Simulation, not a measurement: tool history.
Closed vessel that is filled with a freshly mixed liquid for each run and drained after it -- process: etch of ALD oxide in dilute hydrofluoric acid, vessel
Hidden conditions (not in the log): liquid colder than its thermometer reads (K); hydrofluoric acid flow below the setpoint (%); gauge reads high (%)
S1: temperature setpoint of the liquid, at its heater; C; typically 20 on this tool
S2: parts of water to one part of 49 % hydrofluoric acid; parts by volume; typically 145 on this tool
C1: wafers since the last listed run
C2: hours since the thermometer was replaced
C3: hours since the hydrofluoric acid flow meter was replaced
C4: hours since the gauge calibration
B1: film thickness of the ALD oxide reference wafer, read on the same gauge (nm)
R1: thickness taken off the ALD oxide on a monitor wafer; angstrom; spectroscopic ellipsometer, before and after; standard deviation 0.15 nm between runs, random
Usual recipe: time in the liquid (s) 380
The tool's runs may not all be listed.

run 1 hour=0 | S1=20 S2=145 time_in_the_liquid_(s)=380 | C1=0 C2=1354.6 C3=206.7 C4=152.7 | B1=60.01 | R1=371.4
run 2 hour=26.6 | S1=20 S2=145 time_in_the_liquid_(s)=380 | C1=2120 C2=1381.2 C3=233.3 C4=179.3 | B1=60 | R1=370.4
run 3 hour=61 | S1=17 S2=145 time_in_the_liquid_(s)=380 | C1=2741 C2=1415.6 C3=267.7 C4=213.7 | B1=59.96 | R1=324.1
run 4 hour=85.6 | S1=17 S2=145 time_in_the_liquid_(s)=380 | C1=1960 C2=1440.2 C3=292.3 C4=238.3 | B1=60.06 | R1=322.8
run 5 hour=115 | S1=17 S2=145 time_in_the_liquid_(s)=380 | C1=2343 C2=1469.6 C3=321.7 C4=267.7 | B1=59.99 | R1=322.8
run 6 hour=148.4 | S1=20 S2=170 time_in_the_liquid_(s)=380 | C1=2662 C2=1503 C3=355.1 C4=301.1 | B1=60.02 | R1=302.7
run 7 hour=162 | S1=20 S2=170 time_in_the_liquid_(s)=380 | C1=1083 C2=1516.6 C3=368.7 C4=314.7 | B1=59.98 | R1=302.8
-- hour=166.8 gauge calibrated
run 8 hour=185.3 | S1=20 S2=170 time_in_the_liquid_(s)=380 | C1=1857 C2=1539.9 C3=392 C4=18.5 | B1=60.02 | R1=304.4
run 9 hour=198.5 | S1=20 S2=145 time_in_the_liquid_(s)=380 | C1=1052 C2=1553.1 C3=405.2 C4=31.7 | B1=60.05 | R1=362.1
run 10 hour=239.2 | S1=20 S2=205 time_in_the_liquid_(s)=530 | C1=3243 C2=1593.8 C3=445.9 C4=72.4 | B1=60.01 | R1=339.7
run 11 hour=271.3 | S1=20 S2=145 time_in_the_liquid_(s)=545 | C1=2558 C2=1625.9 C3=478 C4=104.5 | B1=60.03 | R1=517.9
run 12 hour=297.6 | S1=24 S2=95 time_in_the_liquid_(s)=510 | C1=2096 C2=1652.2 C3=504.3 C4=130.8 | B1=60.01 | R1=910.2
-- hour=320.7 hydrofluoric acid flow meter replaced
-- hour=326.1 thermometer replaced
run 13 hour=327.1 | S1=20 S2=145 time_in_the_liquid_(s)=230 | C1=2191 C2=1 C3=6.4 C4=160.3 | B1=59.96 | R1=244.3
run 14 hour=353.3 | S1=21.5 S2=210 time_in_the_liquid_(s)=500 | C1=2088 C2=27.2 C3=32.6 C4=186.5 | B1=59.97 | R1=362.8
run 15 hour=386.7 | S1=20 S2=195 time_in_the_liquid_(s)=600 | C1=2662 C2=60.6 C3=66 C4=219.9 | B1=59.99 | R1=449.2
run 16 hour=402.6 | S1=20 S2=90 time_in_the_liquid_(s)=195 | C1=1267 C2=76.5 C3=81.9 C4=235.8 | B1=59.99 | R1=352.5
run 17 hour=417.7 | S1=20 S2=145 time_in_the_liquid_(s)=380 | C1=1203 C2=91.6 C3=97 C4=250.9 | B1=59.99 | R1=401
run 18 hour=453.2 | S1=20 S2=145 time_in_the_liquid_(s)=380 | C1=2829 C2=127.1 C3=132.5 C4=286.4 | B1=59.99 | R1=402.1

Each run again, without the hidden state but with its own random variation kept:
run=1 R1=409.9
run=2 R1=409.8
run=3 R1=360.7
run=4 R1=360.2
run=5 R1=361.3
run=6 R1=338.6
run=7 R1=339.1
run=8 R1=341.8
run=9 R1=407.6
run=10 R1=382.9
run=11 R1=587.3
run=12 R1=1033.6
run=13 R1=246.7
run=14 R1=367.3
run=15 R1=456.3
run=16 R1=358.8
run=17 R1=408.7
run=18 R1=411.2
